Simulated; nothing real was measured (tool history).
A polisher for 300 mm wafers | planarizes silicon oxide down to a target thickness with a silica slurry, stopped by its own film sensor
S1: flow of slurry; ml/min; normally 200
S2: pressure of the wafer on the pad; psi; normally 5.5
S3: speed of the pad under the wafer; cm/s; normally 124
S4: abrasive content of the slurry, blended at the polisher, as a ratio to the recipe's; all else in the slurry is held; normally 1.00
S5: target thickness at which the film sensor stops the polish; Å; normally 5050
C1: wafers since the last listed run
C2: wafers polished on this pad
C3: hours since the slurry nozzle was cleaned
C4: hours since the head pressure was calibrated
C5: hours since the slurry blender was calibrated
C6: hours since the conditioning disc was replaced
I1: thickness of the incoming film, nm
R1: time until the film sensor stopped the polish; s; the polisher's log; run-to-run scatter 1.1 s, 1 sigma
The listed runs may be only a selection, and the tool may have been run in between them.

Run 1, hour 0.0: usual settings; C1 0; C2 2605; C3 146.8; C4 291.0; C5 218.1; C6 76.8; I1 806.4. Result: R1 77.7 s.
At hour 18.3: worn pad replaced by a new one.
At hour 28.2: slurry blender recalibrated.
Run 2, hour 30.8: usual settings; C1 267; C2 113; C3 177.6; C4 321.8; C5 2.6; C6 107.6; I1 794.0. Result: R1 61.6 s.
Run 3, hour 58.6: usual settings but S4 1.20; C1 299; C2 412; C3 205.4; C4 349.6; C5 30.4; C6 135.4; I1 817.1. Result: R1 60.3 s.
Run 4, hour 89.7: usual settings; C1 335; C2 748; C3 236.5; C4 380.7; C5 61.5; C6 166.5; I1 799.9. Result: R1 64.7 s.
Run 5, hour 106.7: usual settings but S1 260 ml/min; C1 183; C2 931; C3 253.5; C4 397.7; C5 78.5; C6 183.5; I1 819.2. Result: R1 67.7 s.
At hour 113.0: head pressure recalibrated.
Run 6, hour 126.7: usual settings; C1 194; C2 1125; C3 273.5; C4 13.7; C5 98.5; C6 203.5; I1 797.3. Result: R1 66.5 s.
Run 7, hour 161.1: usual settings but S3 94 cm/s, S5 4650 Å; C1 370; C2 1496; C3 307.9; C4 48.1; C5 132.9; C6 237.9; I1 807.5. Result: R1 97.0 s.
Run 8, hour 187.6: usual settings but S1 230 ml/min, S4 1.30; C1 285; C2 1782; C3 334.4; C4 74.6; C5 159.4; C6 264.4; I1 802.4. Result: R1 60.7 s.
Run 9, hour 208.1: usual settings but S1 165 ml/min, S5 4460 Å; C1 221; C2 2003; C3 354.9; C4 95.1; C5 179.9; C6 284.9; I1 802.3. Result: R1 87.8 s.
Run 10, hour 234.2: usual settings; C1 281; C2 2284; C3 381.0; C4 121.2; C5 206.0; C6 311.0; I1 802.1. Result: R1 73.5 s.
Run 11, hour 252.5: usual settings but S1 140 ml/min, S2 3.9 psi, S3 98 cm/s, S4 1.10; C1 197; C2 2481; C3 399.3; C4 139.5; C5 224.3; C6 329.3; I1 816.4. Result: R1 115.7 s.
At hour 263.2: worn pad replaced by a new one.
At hour 272.7: slurry blender recalibrated.
Run 12, hour 281.0: usual settings; C1 242; C2 170; C3 427.8; C4 168.0; C5 8.3; C6 357.8; I1 816.8. Result: R1 68.1 s.
Run 13, hour 310.2: usual settings but S2 4.3 psi, S5 5850 Å; C1 314; C2 484; C3 457.0; C4 197.2; C5 37.5; C6 387.0; I1 797.1. Result: R1 54.1 s.
Run 14, hour 322.8: usual settings; C1 135; C2 620; C3 469.6; C4 209.8; C5 50.1; C6 399.6; I1 805.7. Result: R1 66.8 s.
Run 15, hour 357.9: usual settings; C1 378; C2 999; C3 504.7; C4 244.9; C5 85.2; C6 434.7; I1 805.9. Result: R1 67.7 s.
Run 16, hour 388.9: usual settings but S1 265 ml/min, S4 1.15; C1 334; C2 1333; C3 535.7; C4 275.9; C5 116.2; C6 465.7; I1 797.0. Result: R1 59.5 s.
Run 17, hour 413.4: usual settings but S3 98 cm/s, S4 0.75; C1 264; C2 1597; C3 560.2; C4 300.4; C5 140.7; C6 490.2; I1 810.9. Result: R1 101.3 s.
Run 18, hour 435.9: usual settings; C1 242; C2 1840; C3 582.7; C4 322.9; C5 163.2; C6 512.7; I1 820.4. Result: R1 74.5 s.
Run 19, hour 463.1: usual settings; C1 293; C2 2133; C3 609.9; C4 350.1; C5 190.4; C6 539.9; I1 820.5. Result: R1 76.4 s.
Run 20, hour 475.3: usual settings but S1 175 ml/min, S2 6.6 psi, S3 82 cm/s, S5 4520 Å; C1 131; C2 2264; C3 622.1; C4 362.3; C5 202.6; C6 552.1; I1 810.4. Result: R1 107.6 s.
At hour 477.6: slurry blender recalibrated.
At hour 484.2: slurry nozzle cleaned.
At hour 492.2: conditioning disc replaced and pad reconditioned.
Run 21, hour 509.8: usual settings but S1 160 ml/min, S2 6.9 psi, S3 100 cm/s, S4 0.75; C1 318; C2 2582; C3 25.6; C4 396.8; C5 32.2; C6 17.6; I1 809.9. Result: R1 99.6 s.
At hour 528.3: worn pad replaced by a new one.
Run 22, hour 538.5: usual settings but S4 0.70, S5 5830 Å; C1 266; C2 110; C3 54.3; C4 425.5; C5 60.9; C6 46.3; I1 812.2. Result: R1 63.9 s.
At hour 546.9: head pressure recalibrated.
Run 23, hour 561.9: usual settings but S2 7.3 psi; C1 230; C2 340; C3 77.7; C4 15.0; C5 84.3; C6 69.7; I1 816.7. Result: R1 56.1 s.
Run 24, hour 596.6: usual settings but S3 146 cm/s; C1 374; C2 714; C3 112.4; C4 49.7; C5 119.0; C6 104.4; I1 818.7. Result: R1 61.6 s.
Run 25, hour 611.0: usual settings but S1 165 ml/min, S3 94 cm/s, S4 1.25, S5 4470 Å; C1 155; C2 870; C3 126.8; C4 64.1; C5 133.4; C6 118.8; I1 811.6. Result: R1 91.3 s.

Hidden condition of the tool, last listed run before each entry between runs versus first listed run after:
In the gap between runs 1 and 2: worn pad replaced by a new one (hour 18.3); slurry blender recalibrated (hour 28.2)
  removal rate lost through wear of the pad, %: 16.7 -> 0.557
  measured less the result without the state, R1: +12.9 -> +0.3 s
In the gap between runs 5 and 6: head pressure recalibrated (hour 113.0)
  removal rate lost through wear of the pad, %: 2.45 -> 3.42
  measured less the result without the state, R1: +1.6 -> +2.3 s
In the gap between runs 11 and 12: worn pad replaced by a new one (hour 263.2); slurry blender recalibrated (hour 272.7)
  removal rate lost through wear of the pad, %: 14.1 -> 0.805
  measured less the result without the state, R1: +16.2 -> +0.6 s
In the gap between runs 20 and 21: slurry blender recalibrated (hour 477.6); slurry nozzle cleaned (hour 484.2); conditioning disc replaced and pad reconditioned (hour 492.2)
  removal rate lost through wear of the pad, %: 11.8 -> 15.7
  measured less the result without the state, R1: +12.7 -> +15.7 s
In the gap between runs 21 and 22: worn pad replaced by a new one (hour 528.3)
  removal rate lost through wear of the pad, %: 15.7 -> 0.445
  measured less the result without the state, R1: +15.7 -> +0.3 s
In the gap between runs 22 and 23: head pressure recalibrated (hour 546.9)
  removal rate lost through wear of the pad, %: 0.445 -> 0.698
  measured less the result without the state, R1: +0.3 -> +0.4 s
